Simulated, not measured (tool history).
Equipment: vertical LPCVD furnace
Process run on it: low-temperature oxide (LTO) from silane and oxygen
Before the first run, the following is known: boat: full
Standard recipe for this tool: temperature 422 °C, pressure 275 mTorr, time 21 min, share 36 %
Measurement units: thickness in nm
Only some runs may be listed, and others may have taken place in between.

run     day  temperature  pressure  time  share  wafers since the last listed run  hours since the last temperature calibration  hours since the pressure gauge was zeroed  hours since the silane flow controller was replaced  hours since the gauge calibration  read-back reference wafer on the same gauge, thickness  thickness
  1   0.000          429       260    21     36                                 0                                        1237.4                                     5061.8                                               2544.8                             1213.3                                                  254.15     257.75
  2   2.783          429       260    21     36                              1178                                        1304.2                                     5128.6                                               2611.6                             1280.1                                                  254.38     257.69
  3   3.958          422       225    21     36                               497                                        1332.4                                     5156.8                                               2639.8                             1308.3                                                  254.06     206.60
  4   6.929          422       225    21     36                              1257                                        1403.7                                     5228.1                                               2711.1                             1379.6                                                  254.09     204.83
  5   8.479          422       275    21     36                               656                                        1440.9                                     5265.3                                               2748.3                             1416.8                                                  253.57     253.13
     10.492  -- gauge calibrated
  6  10.879          422       275    21     36                              1015                                        1498.5                                     5322.9                                               2805.9                                9.3                                                  254.29     252.67
  7  13.538          418       275    21     36                              1125                                        1562.3                                     5386.7                                               2869.7                               73.1                                                  253.79     240.75
     15.662  -- pressure gauge zeroed
  8  16.446          418       275    21     36                               807                                        1632.1                                       18.8                                               2939.5                              142.9                                                  254.48     241.58
  9  17.846          418       275    21     36                               592                                        1665.7                                       52.4                                               2973.1                              176.5                                                  254.03     240.33
 10  19.012          411       300    21     36                               493                                        1693.7                                       80.4                                               3001.1                              204.5                                                  253.72     244.25
 11  21.812          422       275    21     36                              1185                                        1760.9                                      147.6                                               3068.3                              271.7                                                  253.96     253.08
     25.204  -- thermocouples replaced and temperature profile calibrated
 12  25.225          433       275    21     29                              1021                                           0.5                                      229.5                                               3150.2                              353.6                                                  253.42     212.01
 13  25.792          422       250    13     42                               239                                          14.1                                      243.1                                               3163.8                              367.2                                                  253.60     169.35
 14  27.267          415       275    21     36                               624                                          49.5                                      278.5                                               3199.2                              402.6                                                  253.97     235.42
 15  29.633          426       275    21     38                              1001                                         106.3                                      335.3                                               3256.0                              459.4                                                  253.89     280.08
 16  30.658          422       275    21     36                               433                                         130.9                                      359.9                                               3280.6                              484.0                                                  253.67     251.83
 17  32.196          422       325    21     36                               650                                         167.8                                      396.8                                               3317.5                              520.9                                                  254.33     297.75
 18  34.042          422       275    21     29                               781                                         212.1                                      441.1                                               3361.8                              565.2                                                  253.69     189.09
 19  39.158          422       275    21     33                              2165                                         334.9                                      563.9                                               3484.6                              688.0                                                  254.48     224.38
 20  41.258          422       275    21     36                               888                                         385.3                                      614.3                                               3535.0                              738.4                                                  254.19     248.94
     42.800  -- silane flow controller replaced
 21  42.821          422       275    21     36                               238                                         422.8                                      651.8                                                  0.5                              775.9                                                  253.57     252.74
 22  45.571          422       275    21     36                              1163                                         488.8                                      717.8                                                 66.5                              841.9                                                  253.90     250.24
 23  48.138          422       215    21     36                              1086                                         550.4                                      779.4                                                128.1                              903.5                                                  254.16     195.27
 24  50.933          422       275    21     36                              1183                                         617.5                                      846.5                                                195.2                              970.6                                                  254.09     252.25
 25  52.371          422       275    21     36                               608                                         652.0                                      881.0                                                229.7                             1005.1                                                  253.75     253.08
 26  55.304          414       275    21     36                              1241                                         722.4                                      951.4                                                300.1                             1075.5                                                  254.19     230.98
 27  57.875          416       300    15     38                              1088                                         784.1                                     1013.1                                                361.8                             1137.2                                                  253.74     197.07
 28  59.338          422       275    21     36                               618                                         819.2                                     1048.2                                                396.9                             1172.3                                                  254.22     251.38
 29  66.912          422       275    21     31                              3206                                        1001.0                                     1230.0                                                578.7                             1354.1                                                  253.92     208.19
 30  69.733          429       305    21     36                              1193                                        1068.7                                     1297.7                                                646.4                             1421.8                                                  253.73     296.68
 31  72.667          422       245    21     32                              1241                                        1139.1                                     1368.1                                                716.8                             1492.2                                                  253.90     190.13
     72.854  -- gauge calibrated
 32  73.825          412       315    27     29                               490                                        1166.9                                     1395.9                                                744.6                               23.3                                                  253.55     245.23

Each row is a separate what-if for the run after 32, all from the same tool condition, not one after another. Results?
  A  74.017          422       275    21     36                                81                                        1171.5                                     1400.5                                                749.2                               27.9                                                       ?          ?
  B  74.017          422       220    21     39                                81                                        1171.5                                     1400.5                                                749.2                               27.9                                                       ?          ?
  C  74.017          422       310    29     42                                81                                        1171.5                                     1400.5                                                749.2                               27.9                                                       ?          ?

run  read-back reference wafer on the same gauge, thickness  thickness
  A                                                  253.83     254.79
  B                                                  253.83     224.31
  C                                                  253.83     473.59
Without the tool's hidden state the same runs would have given:
run  thickness
  A     254.79
  B     224.31
  C     473.59

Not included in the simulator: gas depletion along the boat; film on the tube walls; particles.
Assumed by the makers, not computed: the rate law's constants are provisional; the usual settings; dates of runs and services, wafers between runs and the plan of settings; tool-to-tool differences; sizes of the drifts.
